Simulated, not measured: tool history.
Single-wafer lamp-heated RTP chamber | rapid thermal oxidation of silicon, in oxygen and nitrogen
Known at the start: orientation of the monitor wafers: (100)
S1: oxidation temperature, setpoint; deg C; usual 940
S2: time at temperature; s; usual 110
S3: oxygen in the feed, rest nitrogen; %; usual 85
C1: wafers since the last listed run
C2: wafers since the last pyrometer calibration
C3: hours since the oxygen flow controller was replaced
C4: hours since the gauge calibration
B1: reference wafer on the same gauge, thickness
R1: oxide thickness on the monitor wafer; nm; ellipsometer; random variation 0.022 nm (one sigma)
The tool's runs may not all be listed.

run   hour   S1   S2  S3   C1    C2      C3     C4     B1     R1
  1    0.0  940  110  85    0  6132  2870.3  175.9  5.410  4.997
  2   22.9  940  110  85   98  6231  2893.2  198.8  5.411  4.946
  3   44.2  940  110  85   91  6323  2914.5  220.1  5.410  4.970
  4   77.7  947   92  85  144  6467  2948.0  253.6  5.411  4.860
  5  100.7  940   73  85   99  6566  2971.0  276.6  5.411  4.205
  6  122.8  940  110  85   95  6662  2993.1  298.7  5.416  4.989
  7  152.9  940  110  85  129  6792  3023.2  328.8  5.415  4.947
     165.5  -- oxygen flow controller replaced
  8  175.5  930  110  92   63  6855    10.0  351.4  5.412  4.747
     194.1  -- pyrometer window cleaned and pyrometer calibrated
  9  200.5  930  110  92   73    27    35.0  376.4  5.410  4.379
 10  226.0  930  110  92  110   137    60.5  401.9  5.410  4.417
 11  250.5  931  142  98  105   243    85.0  426.4  5.415  5.042
 12  264.7  967  160  85   61   304    99.2  440.6  5.407  6.775
 13  285.9  918   94  98   91   396   120.4  461.8  5.411  3.869
     301.4  -- gauge calibrated
 14  305.6  940  110  70   85   481   140.1    4.2  5.403  4.400
 15  330.5  940  110  85  107   588   165.0   29.1  5.406  4.727
 16  362.6  959  125  66  138   727   197.1   61.2  5.411  5.289
 17  375.4  922  110  85   55   782   209.9   74.0  5.411  4.130
 18  392.0  940  110  85   71   854   226.5   90.6  5.406  4.753
 19  405.8  947   92  85   59   913   240.3  104.4  5.412  4.624
 20  427.8  940  110  63   94  1008   262.3  126.4  5.405  4.312
 21  454.2  940  110  85  113  1122   288.7  152.8  5.415  4.794

Hidden state or all else? Some run-to-run changes of R1, split into what the settings, what came in and random variation would give without the hidden state, and what is left for the hidden state (with any gauge scatter that isn't in both results):
The hidden state here: true wafer temperature minus pyrometer reading, K; deviation of the oxygen flow from its setpoint, %; gauge reads high (%).
Run 5 -> 6: S2 73 -> 110. R1 +0.784 nm: hidden state +0.083, all else +0.701.
Run 8 -> 9: pyrometer window cleaned and pyrometer calibrated. R1 -0.368 nm: hidden state -0.346, all else -0.022.
Run 11 -> 12: S1 931 -> 967, S2 142 -> 160, S3 98 -> 85. R1 +1.733 nm: hidden state +0.039, all else +1.694.
Run 12 -> 13: S1 967 -> 918, S2 160 -> 94, S3 85 -> 98. R1 -2.906 nm: hidden state -0.043, all else -2.863.
